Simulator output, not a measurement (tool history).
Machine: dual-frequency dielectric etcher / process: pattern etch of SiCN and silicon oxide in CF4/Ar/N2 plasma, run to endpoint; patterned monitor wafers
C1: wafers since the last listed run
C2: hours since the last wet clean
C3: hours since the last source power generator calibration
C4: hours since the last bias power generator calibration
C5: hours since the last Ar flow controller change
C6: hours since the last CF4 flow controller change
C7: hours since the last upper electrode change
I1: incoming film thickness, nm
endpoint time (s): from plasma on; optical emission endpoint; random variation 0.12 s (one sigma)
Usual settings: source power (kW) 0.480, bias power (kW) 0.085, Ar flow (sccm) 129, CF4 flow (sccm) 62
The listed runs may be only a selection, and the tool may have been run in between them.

Run 1, day 0.000: usual settings; C1 0; C2 0.5; C3 5238.4; C4 44.0; C5 2995.7; C6 1676.9; C7 4450.5; I1 16.48. Result: endpoint time (s) 19.3.
Run 2, day 0.196: usual settings; C1 112; C2 5.2; C3 5243.1; C4 48.7; C5 3000.4; C6 1681.6; C7 4455.2; I1 16.73. Result: endpoint time (s) 19.4.
Run 3, day 0.621: usual settings; C1 243; C2 15.4; C3 5253.3; C4 58.9; C5 3010.6; C6 1691.8; C7 4465.4; I1 16.57. Result: endpoint time (s) 19.4.
At day 1.017: source power generator calibrated.
Run 4, day 1.062: usual settings but source power (kW) 0.530; C1 157; C2 26.0; C3 1.1; C4 69.5; C5 3021.2; C6 1702.4; C7 4476.0; I1 16.45. Result: endpoint time (s) 18.0.
At day 1.783: CF4 flow controller replaced.
At day 1.912: Ar flow controller replaced.
Run 5, day 1.933: usual settings; C1 281; C2 46.9; C3 22.0; C4 90.4; C5 0.5; C6 3.6; C7 4496.9; I1 16.45. Result: endpoint time (s) 19.0.
Run 6, day 2.283: usual settings but source power (kW) 0.570, Ar flow (sccm) 100; C1 200; C2 55.3; C3 30.4; C4 98.8; C5 8.9; C6 12.0; C7 4505.3; I1 16.68. Result: endpoint time (s) 16.6.
Run 7, day 2.929: usual settings but source power (kW) 0.440, bias power (kW) 0.093, Ar flow (sccm) 152; C1 369; C2 70.8; C3 45.9; C4 114.3; C5 24.4; C6 27.5; C7 4520.8; I1 16.40. Result: endpoint time (s) 19.7.
Run 8, day 3.612: usual settings but CF4 flow (sccm) 67; C1 391; C2 87.2; C3 62.3; C4 130.7; C5 40.8; C6 43.9; C7 4537.2; I1 16.64. Result: endpoint time (s) 19.2.
Run 9, day 3.958: usual settings but source power (kW) 0.390, CF4 flow (sccm) 50; C1 197; C2 95.5; C3 70.6; C4 139.0; C5 49.1; C6 52.2; C7 4545.5; I1 16.62. Result: endpoint time (s) 22.7.
Run 10, day 4.471: usual settings but source power (kW) 0.520, CF4 flow (sccm) 53; C1 293; C2 107.8; C3 82.9; C4 151.3; C5 61.4; C6 64.5; C7 4557.8; I1 16.55. Result: endpoint time (s) 18.9.
Run 11, day 5.100: usual settings but source power (kW) 0.440; C1 360; C2 122.9; C3 98.0; C4 166.4; C5 76.5; C6 79.6; C7 4572.9; I1 16.62. Result: endpoint time (s) 20.5.
Run 12, day 5.679: usual settings; C1 331; C2 136.8; C3 111.9; C4 180.3; C5 90.4; C6 93.5; C7 4586.8; I1 16.61. Result: endpoint time (s) 19.5.
At day 6.854: upper electrode replaced.
Run 13, day 6.875: usual settings; C1 112; C2 165.5; C3 140.6; C4 209.0; C5 119.1; C6 122.2; C7 0.5; I1 16.77. Result: endpoint time (s) 19.7.
Run 14, day 6.912: usual settings but source power (kW) 0.400, bias power (kW) 0.076, Ar flow (sccm) 158, CF4 flow (sccm) 68; C1 21; C2 166.4; C3 141.5; C4 209.9; C5 120.0; C6 123.1; C7 1.4; I1 16.65. Result: endpoint time (s) 23.5.
Run 15, day 7.462: usual settings but source power (kW) 0.550, bias power (kW) 0.075; C1 314; C2 179.6; C3 154.7; C4 223.1; C5 133.2; C6 136.3; C7 14.6; I1 16.63. Result: endpoint time (s) 19.1.
Run 16, day 7.833: usual settings but Ar flow (sccm) 160; C1 212; C2 188.5; C3 163.6; C4 232.0; C5 142.1; C6 145.2; C7 23.5; I1 16.70. Result: endpoint time (s) 20.4.
Run 17, day 8.567: usual settings; C1 419; C2 206.1; C3 181.2; C4 249.6; C5 159.7; C6 162.8; C7 41.1; I1 16.54. Result: endpoint time (s) 19.7.
Run 18, day 9.125: usual settings but source power (kW) 0.530, bias power (kW) 0.076, Ar flow (sccm) 157, CF4 flow (sccm) 70; C1 319; C2 219.5; C3 194.6; C4 263.0; C5 173.1; C6 176.2; C7 54.5; I1 16.50. Result: endpoint time (s) 19.8.
Run 19, day 9.629: usual settings but source power (kW) 0.540, Ar flow (sccm) 98, CF4 flow (sccm) 66; C1 288; C2 231.6; C3 206.7; C4 275.1; C5 185.2; C6 188.3; C7 66.6; I1 16.47. Result: endpoint time (s) 17.1.
Run 20, day 10.225: usual settings but bias power (kW) 0.104, Ar flow (sccm) 156, CF4 flow (sccm) 47; C1 341; C2 245.9; C3 221.0; C4 289.4; C5 199.5; C6 202.6; C7 80.9; I1 16.59. Result: endpoint time (s) 19.1.
Run 21, day 10.704: usual settings but source power (kW) 0.430, Ar flow (sccm) 144, CF4 flow (sccm) 71; C1 274; C2 257.4; C3 232.5; C4 300.9; C5 211.0; C6 214.1; C7 92.4; I1 16.57. Result: endpoint time (s) 20.9.
Run 22, day 11.338: usual settings but source power (kW) 0.510, Ar flow (sccm) 140; C1 362; C2 272.6; C3 247.7; C4 316.1; C5 226.2; C6 229.3; C7 107.6; I1 16.63. Result: endpoint time (s) 19.2.
Run 23, day 11.808: usual settings but Ar flow (sccm) 150; C1 269; C2 283.9; C3 259.0; C4 327.4; C5 237.5; C6 240.6; C7 118.9; I1 16.44. Result: endpoint time (s) 20.0.
Run 24, day 12.538: usual settings but source power (kW) 0.520; C1 417; C2 301.4; C3 276.5; C4 344.9; C5 255.0; C6 258.1; C7 136.4; I1 16.50. Result: endpoint time (s) 18.4.

What the log doesn't show, run by run:
source power that arrives over what is set, %: 0 on each run
bias power that arrives over what is set, %: 0 on each run
Ar flow that arrives over what is set, %: 0 on each run
CF4 flow that arrives over what is set, %: 0 on each run
H1: etch rate over this chamber's usual, %
run         H1
  1      0.127
  2      0.087
  3  -0.000824
  4    -0.0921
  5     -0.272
  6     -0.344
  7     -0.478
  8     -0.619
  9      -0.69
 10     -0.796
 11     -0.926
 12      -1.05
 13      -1.29
 14       -1.3
 15      -1.41
 16      -1.49
 17      -1.64
 18      -1.76
 19      -1.86
 20      -1.98
 21      -2.08
 22      -2.21
 23      -2.31
 24      -2.46

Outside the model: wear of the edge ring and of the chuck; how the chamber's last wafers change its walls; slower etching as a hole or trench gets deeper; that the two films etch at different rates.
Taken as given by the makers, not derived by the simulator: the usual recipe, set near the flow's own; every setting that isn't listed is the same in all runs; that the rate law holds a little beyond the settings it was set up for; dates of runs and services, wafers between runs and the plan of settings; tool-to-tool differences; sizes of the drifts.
